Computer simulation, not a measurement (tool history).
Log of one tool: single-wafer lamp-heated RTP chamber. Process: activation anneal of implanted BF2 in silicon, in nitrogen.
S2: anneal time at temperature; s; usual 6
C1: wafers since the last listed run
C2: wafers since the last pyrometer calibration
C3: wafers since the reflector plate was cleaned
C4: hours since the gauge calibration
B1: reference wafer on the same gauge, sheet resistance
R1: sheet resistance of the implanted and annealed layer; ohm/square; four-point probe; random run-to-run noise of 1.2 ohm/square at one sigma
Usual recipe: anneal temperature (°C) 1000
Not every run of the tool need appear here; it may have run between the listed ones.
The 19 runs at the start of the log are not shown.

{"hour": 281.4, "done": "pyrometer window cleaned and pyrometer calibrated"}
{"run": 20, "hour": 281.9, "anneal temperature (°C)": 991, "S2": 8, "C1": 784, "C2": 10, "C3": 7490, "C4": 82.7, "B1": 871.67, "R1": 794.02}
{"run": 21, "hour": 287.3, "anneal temperature (°C)": 1022, "S2": 3, "C1": 102, "C2": 113, "C3": 7593, "C4": 88.1, "B1": 871.88, "R1": 790.65}
{"hour": 316.0, "done": "reflector plate cleaned"}
{"run": 22, "hour": 316.5, "anneal temperature (°C)": 981, "S2": 5, "C1": 403, "C2": 516, "C3": 10, "C4": 117.3, "B1": 871.45, "R1": 802.02}
{"run": 23, "hour": 327.3, "anneal temperature (°C)": 1007, "S2": 6, "C1": 205, "C2": 722, "C3": 215, "C4": 128.1, "B1": 871.69, "R1": 790.93}
{"run": 24, "hour": 342.4, "anneal temperature (°C)": 1026, "S2": 9, "C1": 287, "C2": 1009, "C3": 503, "C4": 143.2, "B1": 872.09, "R1": 781.13}
{"run": 25, "hour": 350.0, "anneal temperature (°C)": 1000, "S2": 6, "C1": 144, "C2": 1154, "C3": 647, "C4": 150.8, "B1": 872.1, "R1": 790.99}
{"run": 26, "hour": 361.9, "anneal temperature (°C)": 1019, "S2": 6, "C1": 226, "C2": 1381, "C3": 874, "C4": 162.7, "B1": 872.06, "R1": 784.88}
{"run": 27, "hour": 373.9, "anneal temperature (°C)": 1014, "S2": 3, "C1": 228, "C2": 1609, "C3": 1103, "C4": 174.7, "B1": 872.01, "R1": 789.31}
{"run": 28, "hour": 380.9, "anneal temperature (°C)": 974, "S2": 9, "C1": 133, "C2": 1742, "C3": 1236, "C4": 181.7, "B1": 872.01, "R1": 801.88}
{"run": 29, "hour": 394.0, "anneal temperature (°C)": 1000, "S2": 6, "C1": 249, "C2": 1992, "C3": 1485, "C4": 194.8, "B1": 871.85, "R1": 788.11}
{"hour": 413.9, "done": "pyrometer window cleaned and pyrometer calibrated"}
{"run": 30, "hour": 414.4, "anneal temperature (°C)": 1011, "S2": 5, "C1": 236, "C2": 10, "C3": 1721, "C4": 215.2, "B1": 871.89, "R1": 787.72}
{"run": 31, "hour": 414.7, "anneal temperature (°C)": 986, "S2": 9, "C1": 5, "C2": 15, "C3": 1727, "C4": 215.5, "B1": 872.36, "R1": 795.24}
{"run": 32, "hour": 429.2, "anneal temperature (°C)": 976, "S2": 4, "C1": 276, "C2": 291, "C3": 2003, "C4": 230.0, "B1": 871.97, "R1": 804.89}
{"run": 33, "hour": 438.0, "anneal temperature (°C)": 1000, "S2": 6, "C1": 167, "C2": 459, "C3": 2171, "C4": 238.8, "B1": 871.45, "R1": 791.09}
{"run": 34, "hour": 458.1, "anneal temperature (°C)": 1009, "S2": 9, "C1": 382, "C2": 842, "C3": 2553, "C4": 258.9, "B1": 871.69, "R1": 784.21}
{"run": 35, "hour": 469.4, "anneal temperature (°C)": 975, "S2": 4, "C1": 215, "C2": 1057, "C3": 2768, "C4": 270.2, "B1": 871.92, "R1": 806.67}
{"run": 36, "hour": 480.7, "anneal temperature (°C)": 986, "S2": 3, "C1": 215, "C2": 1272, "C3": 2984, "C4": 281.5, "B1": 871.59, "R1": 798.86}
{"run": 37, "hour": 509.9, "anneal temperature (°C)": 1021, "S2": 4, "C1": 555, "C2": 1828, "C3": 3539, "C4": 310.7, "B1": 871.81, "R1": 786.02}
{"run": 38, "hour": 519.9, "anneal temperature (°C)": 1027, "S2": 3, "C1": 190, "C2": 2018, "C3": 3730, "C4": 320.7, "B1": 871.76, "R1": 788.98}

3 ways to go on from here, each from the tool as it stands after run 38. What would each give?
{"run": "A", "hour": 520.3, "anneal temperature (°C)": 1000, "S2": 3, "C1": 7, "C2": 2026, "C3": 3737, "C4": 321.1, "B1": "?", "R1": "?"}
{"run": "B", "hour": 520.3, "anneal temperature (°C)": 1022, "S2": 9, "C1": 7, "C2": 2026, "C3": 3737, "C4": 321.1, "B1": "?", "R1": "?"}
{"run": "C", "hour": 520.3, "anneal temperature (°C)": 1000, "S2": 4, "C1": 7, "C2": 2026, "C3": 3737, "C4": 321.1, "B1": "?", "R1": "?"}

run=A B1=871.68 R1=794.62
run=B B1=871.68 R1=782.84
run=C B1=871.68 R1=793.30
Without the tool's unlogged condition, the same runs would have read:
run=A R1=794.62
run=B R1=782.84
run=C R1=793.30
